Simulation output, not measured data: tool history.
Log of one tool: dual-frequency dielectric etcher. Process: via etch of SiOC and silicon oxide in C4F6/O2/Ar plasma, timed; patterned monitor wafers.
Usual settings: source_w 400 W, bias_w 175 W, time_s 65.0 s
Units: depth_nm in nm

run	day	source_w	bias_w	time_s	read-back reference wafer on the same gauge, depth_nm	depth_nm
1	0.000	400	175	65.0	63.1	70.7
# day 5.321: wet clean of the chamber
2	9.454	400	175	65.0	63.2	71.1
3	12.867	400	175	65.0	63.4	71.6
4	16.867	400	175	65.0	63.6	72.0
5	20.108	400	175	65.0	63.7	72.0
6	22.025	400	175	65.0	63.7	71.9
# day 24.412: wet clean of the chamber
7	24.433	400	175	65.0	63.9	71.9
8	27.421	400	175	65.0	63.9	72.2
# day 27.850: bias power generator calibrated
9	31.796	400	175	56.0	64.2	61.9
10	35.667	400	175	73.5	64.4	81.9
# day 41.317: wet clean of the chamber
11	45.258	400	175	73.5	65.0	82.6
12	49.021	400	175	65.0	65.2	73.6
13	53.304	310	206	78.0	65.5	85.3
14	57.742	370	137	65.0	65.8	67.9
# day 58.138: gauge calibrated
# day 59.721: wet clean of the chamber
15	59.771	370	197	52.0	63.3	57.2
# day 60.900: upper electrode replaced
16	61.338	400	175	46.0	63.3	50.4
# day 64.508: source power generator calibrated
17	64.992	400	175	56.0	63.3	61.2
18	68.867	400	175	81.5	63.4	89.3
19	73.288	400	147	60.0	63.3	63.1
20	75.688	430	135	82.0	63.4	86.5
# day 76.771: wet clean of the chamber
21	80.029	320	212	58.5	63.6	63.2
22	82.258	400	175	65.0	63.7	71.4
23	84.767	400	175	73.5	63.6	80.8

Measured less the same run without the tool's hidden state. The same run-to-run variation is in both; the gauge's scatter may not be:
The hidden state here: etch rate over this chamber's usual, %; source power that arrives over what is set, %; bias power that arrives over what is set, %; gauge reads high (%).
run	depth_nm
1	-0.1
2	+0.2
3	+0.3
4	+0.4
5	+0.6
6	+0.6
7	+0.7
8	+0.9
9	+1.0
10	+1.4
11	+2.1
12	+2.2
13	+2.9
14	+2.6
15	+0.1
16	+0.0
17	+0.1
18	+0.2
19	+0.2
20	+0.4
21	+0.3
22	+0.4
23	+0.5
